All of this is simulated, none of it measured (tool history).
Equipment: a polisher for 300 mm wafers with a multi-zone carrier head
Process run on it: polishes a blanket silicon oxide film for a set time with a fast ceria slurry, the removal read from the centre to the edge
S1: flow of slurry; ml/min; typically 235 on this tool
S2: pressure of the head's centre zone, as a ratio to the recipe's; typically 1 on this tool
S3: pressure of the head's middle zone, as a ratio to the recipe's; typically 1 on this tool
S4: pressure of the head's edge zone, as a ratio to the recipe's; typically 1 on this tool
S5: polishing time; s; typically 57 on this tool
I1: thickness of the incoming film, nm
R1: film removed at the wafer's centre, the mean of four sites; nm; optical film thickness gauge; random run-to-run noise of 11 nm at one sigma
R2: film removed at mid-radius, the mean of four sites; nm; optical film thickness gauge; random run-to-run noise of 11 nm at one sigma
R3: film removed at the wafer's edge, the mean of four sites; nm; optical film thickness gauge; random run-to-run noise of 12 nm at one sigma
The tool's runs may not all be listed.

run	day	S1	S2	S3	S4	S5	I1	R1	R2	R3
1	0	235	1	1	0.94	57	3848.8	791.3	818.6	781.2
# day 0.183: edge zone pressure recalibrated
2	0.683	210	1.08	1.09	1	67	3894.4	996.4	1026	963.5
3	1.921	235	0.92	1.05	1.09	63	3862.8	806.9	933	927.2
# day 2.896: worn pad replaced by a new one
4	3.108	235	1	1	0.93	57	3814	797.8	801.9	774.3
5	4.138	235	1	1	1	57	3843.5	805.7	788.9	777.7
6	4.717	235	0.9	1	1.05	51	3878.9	635	714.1	725.1
7	5.362	275	1	1	1	57	3915.9	814.4	815.8	792.4
8	6.696	235	1	1	1	57	3878.6	783.9	776.3	780.7
9	7.871	235	1	1	1	65	3908.7	885.4	900.5	910.1
# day 11.8: worn pad replaced by a new one
10	11.917	235	1	1.07	1	69	3886.3	912.2	968.7	919.2
11	12.483	235	1	1	1	57	3872.8	755.3	760.4	775.4
12	13.258	235	0.91	1	1	57	3850.3	689	754.6	745.1
# day 13.671: centre zone pressure recalibrated
13	13.821	235	1	1	1	57	3946.1	732.6	758.6	763.8
14	15.029	190	1	1	1	70	3892	844.7	883.7	909.5
15	15.996	200	1.06	1	0.97	57	3940.6	728.8	717.7	710.4
# day 16.308: edge zone pressure recalibrated
# day 16.425: slurry nozzle cleaned
16	18.508	235	1	1	1	57	3826.7	816.5	818.3	809.6
17	19.383	175	1.11	0.96	1	57	3887.5	849.3	759.3	780.4
18	20.817	305	1	1	1	57	3923.7	834	876	861.1
# day 21.754: worn pad replaced by a new one
19	22.008	190	1	1	1	57	3919.3	769.9	798	769.5
20	23.008	265	0.93	0.92	1	57	3909.9	759.1	780.1	810.1
21	23.75	235	1	1	0.91	50	3857.5	682.7	733	675
22	24.479	235	0.9	0.9	1	57	3844.3	742.6	735.5	803.1

Results for each run, recomputed without the tool's hidden state and with each run's random variation untouched:
The tool's hidden condition here consists of: removal rate lost through wear of the pad, %; slurry flow missing at the pad, %; deviation of the centre zone's pressure from its setpoint, %; deviation of the edge zone's pressure from its setpoint, %.
run	R1	R2	R3
1	811	837	794.2
2	1027.8	1054.9	983.3
3	833.6	960.8	947.6
4	828.6	829.7	794.1
5	840.9	819.8	800.1
6	664.6	744	747.4
7	848.7	846.7	814.8
8	829.2	816.4	810.2
9	943	952.8	948.7
10	998.9	1050.6	975.3
11	830.9	827.9	825.1
12	762.9	826.3	796
13	815.2	834.4	818.5
14	981.1	1008.2	998
15	849.4	821.5	781.6
16	822	823.3	813.3
17	860.7	768.3	787.1
18	843.1	884.6	867.6
19	788.2	814.9	781.3
20	774	794	820.9
21	700.1	749.8	686.5
22	763.7	754.3	818.3
